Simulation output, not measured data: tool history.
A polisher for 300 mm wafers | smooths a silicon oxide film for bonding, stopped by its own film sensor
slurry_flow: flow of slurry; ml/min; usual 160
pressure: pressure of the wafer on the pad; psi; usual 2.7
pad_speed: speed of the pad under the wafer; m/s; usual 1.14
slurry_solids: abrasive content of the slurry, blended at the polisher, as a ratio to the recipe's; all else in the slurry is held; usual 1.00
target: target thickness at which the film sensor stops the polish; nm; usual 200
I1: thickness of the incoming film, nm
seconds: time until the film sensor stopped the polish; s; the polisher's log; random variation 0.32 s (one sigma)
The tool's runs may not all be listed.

Run 1, hour 0.0: usual settings but pressure 3.3 psi, target 193 nm; I1 230.0. Result: seconds 33.7 s.
At hour 171.3: worn pad replaced by a new one.
Run 2, hour 200.0: usual settings; I1 225.8. Result: seconds 30.2 s.
At hour 218.0: slurry blender recalibrated.
Run 3, hour 256.7: usual settings; I1 232.7. Result: seconds 33.6 s.
At hour 277.8: slurry nozzle cleaned.
Run 4, hour 327.7: usual settings; I1 231.4. Result: seconds 33.4 s.
Run 5, hour 365.6: usual settings; I1 225.4. Result: seconds 27.2 s.
Run 6, hour 409.6: usual settings; I1 229.5. Result: seconds 32.2 s.
At hour 431.2: worn pad replaced by a new one.
At hour 458.0: slurry blender recalibrated.
Run 7, hour 550.8: usual settings; I1 230.6. Result: seconds 33.1 s.
Run 8, hour 592.7: usual settings but slurry_flow 145 ml/min, slurry_solids 0.75; I1 233.0. Result: seconds 43.0 s.
Run 9, hour 641.7: usual settings but slurry_flow 145 ml/min, slurry_solids 0.75; I1 230.7. Result: seconds 40.7 s.
Run 10, hour 669.3: usual settings but slurry_flow 145 ml/min, slurry_solids 0.75; I1 231.1. Result: seconds 42.7 s.
At hour 699.8: slurry blender recalibrated.
At hour 734.7: worn pad replaced by a new one.
Run 11, hour 735.2: usual settings; I1 229.7. Result: seconds 31.6 s.
Run 12, hour 803.1: usual settings but slurry_flow 125 ml/min; I1 229.7. Result: seconds 33.4 s.
At hour 829.6: slurry nozzle cleaned.
Run 13, hour 860.6: usual settings but slurry_flow 145 ml/min, slurry_solids 0.90; I1 230.4. Result: seconds 36.4 s.
Run 14, hour 920.6: usual settings; I1 228.8. Result: seconds 33.1 s.
At hour 959.3: head pressure recalibrated.
Run 15, hour 971.0: usual settings but target 194 nm; I1 228.8. Result: seconds 38.4 s.
At hour 995.5: worn pad replaced by a new one.
At hour 1010.7: slurry blender recalibrated.
Run 16, hour 1027.6: usual settings but pressure 3.4 psi; I1 231.1. Result: seconds 27.0 s.
Run 17, hour 1055.5: usual settings but slurry_flow 190 ml/min, pad_speed 1.50 m/s, slurry_solids 1.10; I1 229.5. Result: seconds 23.0 s.
Run 18, hour 1099.1: usual settings but slurry_flow 145 ml/min, pad_speed 0.78 m/s, slurry_solids 1.30, target 207 nm; I1 231.4. Result: seconds 30.4 s.
Run 19, hour 1170.7: usual settings but target 209 nm; I1 230.9. Result: seconds 23.7 s.
Run 20, hour 1195.9: usual settings but slurry_flow 105 ml/min, pressure 2.0 psi, slurry_solids 0.80; I1 226.3. Result: seconds 42.0 s.
Run 21, hour 1264.2: usual settings; I1 228.4. Result: seconds 31.8 s.
At hour 1280.4: worn pad replaced by a new one.
At hour 1300.6: slurry blender recalibrated.
Run 22, hour 1324.4: usual settings but pressure 2.2 psi, target 194 nm; I1 232.7. Result: seconds 46.2 s.

Forecast each of these 3 alternatives for the next run:
Run A, hour 1324.8: usual settings but slurry_flow 190 ml/min; I1 230.7. Result: seconds ?.
Run B, hour 1324.8: usual settings but slurry_flow 145 ml/min, pad_speed 1.26 m/s, slurry_solids 0.90, target 197 nm; I1 230.7. Result: seconds ?.
Run C, hour 1324.8: usual settings but slurry_flow 130 ml/min, pressure 3.2 psi, pad_speed 1.38 m/s, slurry_solids 1.20; I1 230.7. Result: seconds ?.

run  seconds
  A     31.1
  B     34.8
  C     23.8
Without the tool's hidden state the same runs would have given:
run  seconds
  A     29.7
  B     33.2
  C     22.7
